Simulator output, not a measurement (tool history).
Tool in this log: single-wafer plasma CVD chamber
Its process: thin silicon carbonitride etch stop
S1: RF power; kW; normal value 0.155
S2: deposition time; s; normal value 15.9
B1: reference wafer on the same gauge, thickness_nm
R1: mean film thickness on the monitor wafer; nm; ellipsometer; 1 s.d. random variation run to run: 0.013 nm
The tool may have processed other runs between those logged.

{"run": 1, "hour": 0.0, "S1": 0.155, "S2": 15.9, "B1": 9.304, "R1": 8.991}
{"hour": 2.2, "done": "gauge calibrated"}
{"run": 2, "hour": 6.5, "S1": 0.155, "S2": 15.9, "B1": 9.25, "R1": 8.898}
{"run": 3, "hour": 23.5, "S1": 0.155, "S2": 15.9, "B1": 9.255, "R1": 8.913}
{"run": 4, "hour": 40.4, "S1": 0.155, "S2": 15.9, "B1": 9.263, "R1": 8.928}
{"run": 5, "hour": 55.9, "S1": 0.155, "S2": 15.9, "B1": 9.27, "R1": 8.95}
{"run": 6, "hour": 72.0, "S1": 0.155, "S2": 15.9, "B1": 9.271, "R1": 8.938}
{"run": 7, "hour": 82.2, "S1": 0.155, "S2": 15.9, "B1": 9.28, "R1": 8.915}
{"run": 8, "hour": 89.0, "S1": 0.155, "S2": 17.1, "B1": 9.276, "R1": 9.624}
{"run": 9, "hour": 97.5, "S1": 0.155, "S2": 17.1, "B1": 9.28, "R1": 9.628}
{"hour": 111.9, "done": "thermocouple changed; heater temperature recalibrated"}
{"run": 10, "hour": 114.4, "S1": 0.155, "S2": 17.1, "B1": 9.287, "R1": 9.633}
{"run": 11, "hour": 122.5, "S1": 0.13, "S2": 18.2, "B1": 9.291, "R1": 9.85}
{"run": 12, "hour": 129.4, "S1": 0.145, "S2": 12.8, "B1": 9.295, "R1": 7.105}
{"run": 13, "hour": 140.5, "S1": 0.175, "S2": 14.1, "B1": 9.3, "R1": 8.174}
{"hour": 155.2, "done": "gauge calibrated"}
{"hour": 190.0, "done": "RF generator calibrated"}
{"run": 14, "hour": 190.5, "S1": 0.155, "S2": 15.9, "B1": 9.268, "R1": 8.923}
{"run": 15, "hour": 199.7, "S1": 0.135, "S2": 13.0, "B1": 9.267, "R1": 7.062}
{"hour": 219.1, "done": "showerhead replaced"}
{"run": 16, "hour": 219.6, "S1": 0.155, "S2": 15.9, "B1": 9.28, "R1": 8.953}
{"run": 17, "hour": 223.5, "S1": 0.14, "S2": 14.5, "B1": 9.281, "R1": 7.975}
{"run": 18, "hour": 239.4, "S1": 0.18, "S2": 15.9, "B1": 9.288, "R1": 9.297}
{"run": 19, "hour": 246.2, "S1": 0.155, "S2": 18.9, "B1": 9.286, "R1": 10.658}
{"run": 20, "hour": 261.3, "S1": 0.155, "S2": 15.9, "B1": 9.296, "R1": 8.953}
{"run": 21, "hour": 271.7, "S1": 0.155, "S2": 15.9, "B1": 9.296, "R1": 8.957}
{"run": 22, "hour": 278.5, "S1": 0.155, "S2": 15.9, "B1": 9.302, "R1": 8.962}
{"run": 23, "hour": 284.9, "S1": 0.13, "S2": 14.7, "B1": 9.3, "R1": 7.973}

4 ways to go on from here, each from the tool as it stands after run 23. What would each give?
{"run": "A", "hour": 285.3, "S1": 0.145, "S2": 15.9, "B1": "?", "R1": "?"}
{"run": "B", "hour": 285.3, "S1": 0.17, "S2": 15.9, "B1": "?", "R1": "?"}
{"run": "C", "hour": 285.3, "S1": 0.125, "S2": 16.8, "B1": "?", "R1": "?"}
{"run": "D", "hour": 285.3, "S1": 0.155, "S2": 14.0, "B1": "?", "R1": "?"}

run=A B1=9.304 R1=8.828
run=B B1=9.304 R1=9.163
run=C B1=9.304 R1=9.020
run=D B1=9.304 R1=7.894
Stripped of hidden state, with their random variation kept, the same runs would have yielded:
run=A R1=8.780
run=B R1=9.113
run=C R1=8.971
run=D R1=7.851
